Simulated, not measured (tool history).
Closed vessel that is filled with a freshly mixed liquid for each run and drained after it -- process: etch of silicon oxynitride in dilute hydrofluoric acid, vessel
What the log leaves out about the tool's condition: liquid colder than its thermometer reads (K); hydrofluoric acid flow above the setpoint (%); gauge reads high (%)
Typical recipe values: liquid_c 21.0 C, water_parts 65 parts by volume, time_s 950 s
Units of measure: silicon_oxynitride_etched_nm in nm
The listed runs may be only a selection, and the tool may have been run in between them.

| run | hour | liquid_c | water_parts | time_s | wafers since the last listed run | hours since the thermometer was replaced | hours since the hydrofluoric acid flow meter was replaced | hours since the gauge calibration | read-back film thickness of the silicon oxynitride reference wafer, read on the same gauge (nm) | silicon_oxynitride_etched_nm |
|---|---|---|---|---|---|---|---|---|---|---|
| 1 | 0.0 | 19.5 | 65 | 950 | 0 | 830.9 | 1597.2 | 457.6 | 40.03 | 44.96 |
| 2 | 10.4 | 19.5 | 65 | 950 | 767 | 841.3 | 1607.6 | 468.0 | 39.99 | 45.07 |
| 3 | 26.5 | 17.5 | 65 | 950 | 1187 | 857.4 | 1623.7 | 484.1 | 40.01 | 40.61 |
| 4 | 38.0 | 17.5 | 65 | 950 | 848 | 868.9 | 1635.2 | 495.6 | 40.01 | 40.76 |
| 5 | 48.2 | 17.5 | 65 | 950 | 752 | 879.1 | 1645.4 | 505.8 | 39.99 | 40.40 |
| 6 | 59.8 | 22.5 | 65 | 710 | 855 | 890.7 | 1657.0 | 517.4 | 40.04 | 39.12 |
| 7 | 66.8 | 21.0 | 65 | 1385 | 516 | 897.7 | 1664.0 | 524.4 | 39.98 | 70.88 |
| 8 | 75.5 | 21.0 | 65 | 630 | 641 | 906.4 | 1672.7 | 533.1 | 40.01 | 32.12 |
| 9 | 88.2 | 21.0 | 65 | 630 | 936 | 919.1 | 1685.4 | 545.8 | 40.00 | 32.16 |
| 10 | 98.4 | 21.0 | 65 | 490 | 752 | 929.3 | 1695.6 | 556.0 | 40.00 | 25.01 |
| 11 | 106.4 | 21.0 | 65 | 950 | 590 | 937.3 | 1703.6 | 564.0 | 39.99 | 48.49 |
| 12 | 122.1 | 22.5 | 65 | 950 | 1158 | 953.0 | 1719.3 | 579.7 | 39.98 | 52.30 |
|  | 129.2 | gauge calibrated |
| 13 | 137.7 | 25.0 | 90 | 1475 | 1150 | 968.6 | 1734.9 | 8.5 | 40.03 | 64.64 |
| 14 | 149.0 | 19.5 | 65 | 950 | 833 | 979.9 | 1746.2 | 19.8 | 39.99 | 44.63 |
| 15 | 155.3 | 18.0 | 40 | 635 | 464 | 986.2 | 1752.5 | 26.1 | 39.98 | 45.37 |
| 16 | 165.4 | 21.0 | 45 | 1255 | 745 | 996.3 | 1762.6 | 36.2 | 39.96 | 93.79 |
| 17 | 173.1 | 21.0 | 65 | 950 | 568 | 1004.0 | 1770.3 | 43.9 | 40.00 | 48.32 |
| 18 | 188.4 | 17.0 | 90 | 1415 | 1128 | 1019.3 | 1785.6 | 59.2 | 40.01 | 41.91 |
| 19 | 213.0 | 23.0 | 65 | 1445 | 1814 | 1043.9 | 1810.2 | 83.8 | 40.02 | 80.69 |
|  | 216.4 | thermometer replaced |
| 20 | 227.0 | 26.0 | 90 | 670 | 958 | 10.6 | 1824.2 | 97.8 | 39.98 | 33.84 |
| 21 | 242.3 | 21.0 | 50 | 605 | 1128 | 25.9 | 1839.5 | 113.1 | 39.97 | 44.48 |
|  | 246.7 | hydrofluoric acid flow meter replaced |
| 22 | 257.0 | 17.0 | 55 | 950 | 1010 | 40.6 | 10.3 | 127.8 | 39.97 | 46.51 |
| 23 | 269.2 | 22.5 | 55 | 1205 | 899 | 52.8 | 22.5 | 140.0 | 39.99 | 78.48 |
| 24 | 280.0 | 21.0 | 65 | 735 | 796 | 63.6 | 33.3 | 150.8 | 40.02 | 36.83 |
| 25 | 295.0 | 21.0 | 75 | 1200 | 1106 | 78.6 | 48.3 | 165.8 | 39.99 | 51.87 |
| 26 | 310.7 | 18.5 | 90 | 700 | 1158 | 94.3 | 64.0 | 181.5 | 40.00 | 21.99 |
| 27 | 328.1 | 21.0 | 65 | 950 | 1283 | 111.7 | 81.4 | 198.9 | 39.99 | 48.10 |
| 28 | 340.9 | 23.0 | 65 | 1505 | 944 | 124.5 | 94.2 | 211.7 | 40.01 | 84.04 |
| 29 | 351.6 | 21.0 | 65 | 720 | 789 | 135.2 | 104.9 | 222.4 | 39.98 | 36.31 |
| 30 | 368.0 | 21.0 | 65 | 950 | 1209 | 151.6 | 121.3 | 238.8 | 39.99 | 47.70 |
| 31 | 380.8 | 24.5 | 75 | 1490 | 944 | 164.4 | 134.1 | 251.6 | 39.98 | 76.50 |
| 32 | 396.2 | 21.0 | 65 | 950 | 1136 | 179.8 | 149.5 | 267.0 | 40.00 | 47.75 |

Predict each of these 5 candidate next runs independently; none follows another, all start after run 32:
| A | 397.1 | 21.0 | 65 | 950 | 66 | 180.7 | 150.4 | 267.9 | ? | ? |
| B | 397.1 | 21.0 | 65 | 1475 | 66 | 180.7 | 150.4 | 267.9 | ? | ? |
| C | 397.1 | 25.0 | 65 | 1370 | 66 | 180.7 | 150.4 | 267.9 | ? | ? |
| D | 397.1 | 22.5 | 35 | 1495 | 66 | 180.7 | 150.4 | 267.9 | ? | ? |
| E | 397.1 | 23.0 | 85 | 1335 | 66 | 180.7 | 150.4 | 267.9 | ? | ? |

| run | read-back film thickness of the silicon oxynitride reference wafer, read on the same gauge (nm) | silicon_oxynitride_etched_nm |
|---|---|---|
| A | 40.01 | 47.76 |
| B | 40.01 | 74.15 |
| C | 40.01 | 83.74 |
| D | 40.01 | 153.59 |
| E | 40.01 | 55.74 |
The same runs, with their run-to-run variation unchanged, on a tool lacking any hidden condition would have given:
| run | silicon_oxynitride_etched_nm |
|---|---|
| A | 47.32 |
| B | 73.47 |
| C | 82.92 |
| D | 152.31 |
| E | 55.19 |
